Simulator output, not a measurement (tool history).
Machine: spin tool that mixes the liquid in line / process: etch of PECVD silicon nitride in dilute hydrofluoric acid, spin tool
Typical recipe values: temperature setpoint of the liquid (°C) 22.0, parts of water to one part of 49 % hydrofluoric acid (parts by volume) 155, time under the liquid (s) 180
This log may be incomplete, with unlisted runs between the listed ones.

run	hour	temperature setpoint of the liquid (°C)	parts of water to one part of 49 % hydrofluoric acid (parts by volume)	time under the liquid (s)	wafers since the last listed run	hours since the thermometer was replaced	hours since the hydrofluoric acid flow meter was replaced	hours since the gauge calibration	read-back film thickness of the PECVD silicon nitride reference wafer, read on the same gauge (nm)	thickness taken off the PECVD silicon nitride on a monitor wafer (Å)
1	0.0	22.0	155	180	0	149.7	1204.6	431.1	149.938	16.72
2	35.7	22.0	155	180	280	185.4	1240.3	466.8	149.978	16.76
3	76.2	22.0	155	180	317	225.9	1280.8	507.3	150.051	16.78
4	121.4	22.0	155	180	354	271.1	1326.0	552.5	149.997	16.35
# hour 147.7: gauge calibrated
5	169.5	22.0	155	180	377	319.2	1374.1	21.8	149.981	16.43
6	196.8	22.0	155	180	214	346.5	1401.4	49.1	150.040	16.45
7	234.8	22.0	155	180	298	384.5	1439.4	87.1	150.017	16.60
8	262.5	22.0	155	180	217	412.2	1467.1	114.8	149.961	16.51
9	320.9	22.0	155	180	458	470.6	1525.5	173.2	149.993	16.20
10	354.8	22.0	155	180	266	504.5	1559.4	207.1	149.945	16.06
11	382.8	22.0	155	180	219	532.5	1587.4	235.1	150.032	15.71
12	428.7	22.0	155	180	360	578.4	1633.3	281.0	150.001	15.22
13	458.1	22.0	155	180	230	607.8	1662.7	310.4	150.012	15.59
14	493.9	22.0	90	105	281	643.6	1698.5	346.2	149.996	15.41
# hour 503.1: hydrofluoric acid flow meter replaced
15	533.1	24.5	135	265	299	682.8	30.0	385.4	150.033	31.73
16	595.7	22.0	155	180	491	745.4	92.6	448.0	150.048	15.34
# hour 622.7: thermometer replaced
17	656.6	22.0	155	120	470	33.9	153.5	508.9	149.977	12.03
18	714.8	23.5	230	115	456	92.1	211.7	567.1	150.012	8.66
# hour 733.1: gauge calibrated
19	753.3	22.0	155	180	302	130.6	250.2	20.2	150.008	16.61
20	815.9	25.5	155	80	491	193.2	312.8	82.8	149.993	9.26
21	882.2	18.5	155	95	520	259.5	379.1	149.1	150.000	7.03
22	911.2	22.0	155	180	227	288.5	408.1	178.1	150.027	16.52
23	956.3	24.5	90	85	354	333.6	453.2	223.2	149.996	15.51
24	1019.5	22.0	155	180	496	396.8	516.4	286.4	149.992	16.36
25	1060.0	24.5	155	90	317	437.3	556.9	326.9	150.011	9.73

Consider 4 possible next runs. They are alternatives, not a sequence: every one starts from the tool as it was left by run 25. What does each give?
A	1060.5	22.0	155	180	3	437.8	557.4	327.4	?	?
B	1060.5	17.0	120	210	3	437.8	557.4	327.4	?	?
C	1060.5	17.0	185	90	3	437.8	557.4	327.4	?	?
D	1060.5	19.0	155	135	3	437.8	557.4	327.4	?	?

run	read-back film thickness of the PECVD silicon nitride reference wafer, read on the same gauge (nm)	thickness taken off the PECVD silicon nitride on a monitor wafer (Å)
A	150.039	16.45
B	150.039	17.49
C	150.039	4.95
D	150.039	10.09
With no hidden state in the tool, these same runs would have given:
run	thickness taken off the PECVD silicon nitride on a monitor wafer (Å)
A	18.00
B	19.23
C	5.43
D	11.06
